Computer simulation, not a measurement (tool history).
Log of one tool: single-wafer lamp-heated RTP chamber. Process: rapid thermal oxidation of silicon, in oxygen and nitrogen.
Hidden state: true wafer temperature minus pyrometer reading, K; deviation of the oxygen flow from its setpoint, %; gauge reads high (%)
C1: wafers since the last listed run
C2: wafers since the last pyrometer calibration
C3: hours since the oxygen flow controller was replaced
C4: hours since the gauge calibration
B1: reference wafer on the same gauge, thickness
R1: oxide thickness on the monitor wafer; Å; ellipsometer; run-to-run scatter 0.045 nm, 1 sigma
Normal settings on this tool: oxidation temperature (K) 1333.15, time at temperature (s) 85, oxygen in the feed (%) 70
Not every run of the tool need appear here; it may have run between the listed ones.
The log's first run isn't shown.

{"run": 2, "hour": 33.3, "oxidation temperature (K)": 1333.15, "time at temperature (s)": 85, "oxygen in the feed (%)": 70, "C1": 183, "C2": 5639, "C3": 5538.6, "C4": 1090.8, "B1": 8.696, "R1": 89.85}
{"run": 3, "hour": 47.9, "oxidation temperature (K)": 1333.15, "time at temperature (s)": 85, "oxygen in the feed (%)": 70, "C1": 80, "C2": 5719, "C3": 5553.2, "C4": 1105.4, "B1": 8.693, "R1": 90.17}
{"run": 4, "hour": 63.5, "oxidation temperature (K)": 1333.15, "time at temperature (s)": 85, "oxygen in the feed (%)": 70, "C1": 85, "C2": 5805, "C3": 5568.8, "C4": 1121.0, "B1": 8.689, "R1": 91.36}
{"run": 5, "hour": 98.0, "oxidation temperature (K)": 1333.15, "time at temperature (s)": 85, "oxygen in the feed (%)": 70, "C1": 189, "C2": 5995, "C3": 5603.3, "C4": 1155.5, "B1": 8.706, "R1": 91.2}
{"run": 6, "hour": 134.0, "oxidation temperature (K)": 1333.15, "time at temperature (s)": 85, "oxygen in the feed (%)": 70, "C1": 198, "C2": 6193, "C3": 5639.3, "C4": 1191.5, "B1": 8.696, "R1": 90.32}
{"hour": 146.5, "done": "pyrometer window cleaned and pyrometer calibrated"}
{"run": 7, "hour": 149.4, "oxidation temperature (K)": 1333.15, "time at temperature (s)": 85, "oxygen in the feed (%)": 70, "C1": 40, "C2": 15, "C3": 5654.7, "C4": 1206.9, "B1": 8.713, "R1": 86.94}
{"run": 8, "hour": 177.0, "oxidation temperature (K)": 1333.15, "time at temperature (s)": 85, "oxygen in the feed (%)": 70, "C1": 151, "C2": 167, "C3": 5682.3, "C4": 1234.5, "B1": 8.689, "R1": 87.65}
{"run": 9, "hour": 208.2, "oxidation temperature (K)": 1333.15, "time at temperature (s)": 85, "oxygen in the feed (%)": 52, "C1": 171, "C2": 339, "C3": 5713.5, "C4": 1265.7, "B1": 8.676, "R1": 78.12}
{"hour": 220.6, "done": "gauge calibrated"}
{"run": 10, "hour": 220.8, "oxidation temperature (K)": 1333.15, "time at temperature (s)": 85, "oxygen in the feed (%)": 52, "C1": 69, "C2": 408, "C3": 5726.1, "C4": 0.2, "B1": 8.702, "R1": 78.67}
{"run": 11, "hour": 261.1, "oxidation temperature (K)": 1333.15, "time at temperature (s)": 85, "oxygen in the feed (%)": 52, "C1": 221, "C2": 630, "C3": 5766.4, "C4": 40.5, "B1": 8.7, "R1": 77.68}
{"run": 12, "hour": 276.7, "oxidation temperature (K)": 1333.15, "time at temperature (s)": 85, "oxygen in the feed (%)": 70, "C1": 85, "C2": 716, "C3": 5782.0, "C4": 56.1, "B1": 8.701, "R1": 87.79}
{"run": 13, "hour": 302.7, "oxidation temperature (K)": 1333.15, "time at temperature (s)": 85, "oxygen in the feed (%)": 70, "C1": 143, "C2": 859, "C3": 5808.0, "C4": 82.1, "B1": 8.676, "R1": 86.43}
{"run": 14, "hour": 317.1, "oxidation temperature (K)": 1321.15, "time at temperature (s)": 85, "oxygen in the feed (%)": 57, "C1": 79, "C2": 938, "C3": 5822.4, "C4": 96.5, "B1": 8.677, "R1": 75.26}
{"run": 15, "hour": 342.8, "oxidation temperature (K)": 1333.15, "time at temperature (s)": 127, "oxygen in the feed (%)": 70, "C1": 141, "C2": 1079, "C3": 5848.1, "C4": 122.2, "B1": 8.682, "R1": 105.44}
{"run": 16, "hour": 366.8, "oxidation temperature (K)": 1355.15, "time at temperature (s)": 85, "oxygen in the feed (%)": 56, "C1": 132, "C2": 1211, "C3": 5872.1, "C4": 146.2, "B1": 8.694, "R1": 93.8}
{"run": 17, "hour": 391.7, "oxidation temperature (K)": 1358.15, "time at temperature (s)": 70, "oxygen in the feed (%)": 49, "C1": 136, "C2": 1348, "C3": 5897.0, "C4": 171.1, "B1": 8.69, "R1": 83.66}
{"run": 18, "hour": 419.6, "oxidation temperature (K)": 1333.15, "time at temperature (s)": 85, "oxygen in the feed (%)": 70, "C1": 153, "C2": 1502, "C3": 5924.9, "C4": 199.0, "B1": 8.688, "R1": 87.4}
{"run": 19, "hour": 440.3, "oxidation temperature (K)": 1333.15, "time at temperature (s)": 85, "oxygen in the feed (%)": 70, "C1": 113, "C2": 1616, "C3": 5945.6, "C4": 219.7, "B1": 8.694, "R1": 87.85}

Expected results for the next run?
{"run": 20, "hour": 461.8, "oxidation temperature (K)": 1346.15, "time at temperature (s)": 85, "oxygen in the feed (%)": 43, "C1": 118, "C2": 1734, "C3": 5967.1, "C4": 241.2, "B1": "?", "R1": "?"}

Run 20 came out at B1 8.689, R1 79.71 Å.
Take away the tool's hidden state, keep the run-to-run variation as it was, and the same run would have given R1 79.00 Å.

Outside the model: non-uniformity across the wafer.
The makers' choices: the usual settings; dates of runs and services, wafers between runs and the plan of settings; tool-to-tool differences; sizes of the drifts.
